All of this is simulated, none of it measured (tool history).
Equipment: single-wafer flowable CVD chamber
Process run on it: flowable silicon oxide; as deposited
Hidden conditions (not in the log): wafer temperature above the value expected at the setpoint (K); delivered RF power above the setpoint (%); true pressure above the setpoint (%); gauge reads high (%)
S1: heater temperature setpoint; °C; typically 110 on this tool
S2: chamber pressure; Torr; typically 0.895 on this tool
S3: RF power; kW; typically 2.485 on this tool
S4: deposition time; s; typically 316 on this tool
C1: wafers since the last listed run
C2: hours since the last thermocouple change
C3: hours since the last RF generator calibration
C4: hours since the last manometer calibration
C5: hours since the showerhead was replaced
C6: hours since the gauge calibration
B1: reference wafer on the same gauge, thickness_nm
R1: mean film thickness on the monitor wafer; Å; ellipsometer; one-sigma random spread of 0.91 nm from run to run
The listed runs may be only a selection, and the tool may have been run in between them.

run     day   S1     S2     S3   S4   C1      C2      C3      C4      C5     C6       B1       R1
  1   0.000  106  0.746  2.485  316    0   798.7  1486.2  1721.7  4825.8  421.2  158.099  1678.31
  2   2.104  106  0.746  2.485  316  420   849.2  1536.7  1772.2  4876.3  471.7  157.526  1678.24
  3   4.192  110  0.895  2.485  316  416   899.3  1586.8  1822.3  4926.4  521.8  157.467  1791.14
  4   8.446  110  0.895  2.485  316  849  1001.4  1688.9  1924.4  5028.5  623.9  156.177  1785.73
  5  11.883  121  0.895  2.485  316  686  1083.9  1771.4  2006.9  5111.0  706.4  156.156  1301.65
  6  16.179  121  0.895  2.485  316  857  1187.0  1874.5  2110.0  5214.1  809.5  155.836  1302.39
     18.633  -- thermocouple changed; heater temperature recalibrated
     19.104  -- RF generator calibrated
  7  19.712  121  0.895  2.485  316  572    25.9    14.6  2194.8  5298.9  894.3  155.408  1303.28
     20.858  -- gauge calibrated
  8  23.504  110  0.895  2.485  316  757   116.9   105.6  2285.8  5389.9   63.5  160.032  1821.06
  9  25.367  110  0.895  2.485  316  371   161.6   150.3  2330.5  5434.6  108.2  159.944  1822.26
 10  28.129  110  0.895  2.485  316  551   227.9   216.6  2396.8  5500.9  174.5  158.890  1816.02
 11  32.479  120  0.834  2.245  316  868   332.3   321.0  2501.2  5605.3  278.9  158.526  1255.66
 12  34.404  110  0.895  2.485  316  384   378.5   367.2  2547.4  5651.5  325.1  158.103  1805.02
 13  36.996  110  0.895  1.995  316  517   440.7   429.4  2609.6  5713.7  387.3  157.548  1737.80
 14  39.279  110  0.895  2.485  316  455   495.5   484.2  2664.4  5768.5  442.1  157.514  1790.79
     40.342  -- showerhead replaced
     40.567  -- capacitance manometer re-zeroed and calibrated
 15  41.696  110  0.895  2.485  316  371   553.5   542.2    27.1    32.5  500.1  157.287  1794.67
 16  44.296  110  0.974  2.295  379  519   615.9   604.6    89.5    94.9  562.5  156.925  2318.88
 17  46.967  102  0.895  2.880  352  533   680.0   668.7   153.6   159.0  626.6  156.591  2575.49
 18  49.917  110  0.895  1.995  316  589   750.8   739.5   224.4   229.8  697.4  156.231  1716.95
 19  52.212  110  0.895  2.485  275  458   805.9   794.6   279.5   284.9  752.5  155.316  1544.60
 20  56.346  123  0.966  2.650  316  825   905.1   893.8   378.7   384.1  851.7  155.270  1328.58

Here are 4 independent what-if runs from the current tool condition. What would each one return?
  A  56.367  110  0.895  2.485  266   4  905.6  894.3  379.2  384.6  852.2   ?   ?
  B  56.367  110  0.740  2.245  361   4  905.6  894.3  379.2  384.6  852.2   ?   ?
  C  56.367   99  1.081  2.030  263   4  905.6  894.3  379.2  384.6  852.2   ?   ?
  D  56.367  110  0.994  2.205  379   4  905.6  894.3  379.2  384.6  852.2   ?   ?

run       B1       R1
  A  155.331  1498.18
  B  155.331  1652.07
  C  155.331  2427.39
  D  155.331  2333.40
Without the tool's unlogged condition, the same runs would have read:
run       R1
  A  1544.96
  B  1703.65
  C  2503.18
  D  2406.26

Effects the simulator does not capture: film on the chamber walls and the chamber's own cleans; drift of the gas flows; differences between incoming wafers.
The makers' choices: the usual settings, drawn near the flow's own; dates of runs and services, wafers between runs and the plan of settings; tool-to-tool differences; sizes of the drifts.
